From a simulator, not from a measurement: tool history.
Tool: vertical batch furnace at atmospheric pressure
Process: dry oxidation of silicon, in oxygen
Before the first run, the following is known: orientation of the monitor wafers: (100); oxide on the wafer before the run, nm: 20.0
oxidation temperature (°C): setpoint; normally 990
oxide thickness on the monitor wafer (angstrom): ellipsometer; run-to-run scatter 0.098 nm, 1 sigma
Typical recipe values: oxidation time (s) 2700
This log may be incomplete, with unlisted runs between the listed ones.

run,day,oxidation temperature (°C),oxidation time (s),"read-back reference wafer on the same gauge, thickness",oxide thickness on the monitor wafer (angstrom)
1,0,990,1830,43.78,367.6
2,4.162,990,1830,43.77,368.5
3,6.912,971,2190,43.8,362.8
4,8.817,971,2190,43.79,363.2
5,12.721,979,2700,43.81,409.9
6,14.454,979,2700,43.81,410
7,17.642,1000,3390,43.81,524.5
# day 20.367: thermocouples replaced and temperature profile calibrated
8,20.429,990,2700,43.8,436.4
9,22.038,990,2040,43.81,384.5
10,25.383,990,2040,43.8,383.3
11,28.729,990,2700,43.78,436.5
12,30.521,990,2700,43.8,436.2
13,34.367,990,2700,43.79,434.5
14,37.817,990,3000,43.8,457.1
15,40.646,990,3000,43.87,457.1
16,42.208,990,2700,43.81,435.3
17,44.217,990,2700,43.84,434.7
18,46.796,990,2700,43.79,434.2
19,48.85,1007,1620,43.83,386
# day 51.925: gauge calibrated
20,52.083,974,3870,43.79,476.2
21,55.558,1006,3150,43.79,524.4
22,58.721,990,2700,43.78,431.8
# day 61.15: boat lift adjusted
23,62.483,974,3870,43.84,480.6
24,65.196,1003,3600,43.77,563.6
25,67.317,990,3330,43.8,487.9
26,70.567,990,1740,43.81,363.4
27,73.433,990,2700,43.75,439.9
28,75.967,990,2700,43.79,439.7
29,79.108,974,2700,43.77,403.5
30,81.554,970,1740,43.83,331.7
31,94.808,1005,3990,43.81,604.2
32,97.054,1010,2700,43.78,504.1
# day 98.983: thermocouples replaced and temperature profile calibrated
33,100.312,1000,3090,43.82,504.9
34,103.758,966,1440,43.8,305.9
35,107.146,990,1350,43.82,328.1
36,109.971,1001,1860,43.83,396.2
37,114.4,990,2700,43.84,436.1
38,116.258,990,2700,43.8,437.9

5 options for the next run, each taken on its own from the tool as it stands now. Forecast them:
A,116.479,990,1950,?,?
B,116.479,980,2700,?,?
C,116.479,999,3330,?,?
D,116.479,973,1770,?,?
E,116.479,967,4020,?,?

run,"read-back reference wafer on the same gauge, thickness",oxide thickness on the monitor wafer (angstrom)
A,43.84,378.2
B,43.84,414.3
C,43.84,518.3
D,43.84,337.4
E,43.84,471.5
Take away the tool's hidden state, keep each run's random variation, and the runs would have read:
run,oxide thickness on the monitor wafer (angstrom)
A,381.9
B,417.9
C,525.2
D,339.6
E,475.8
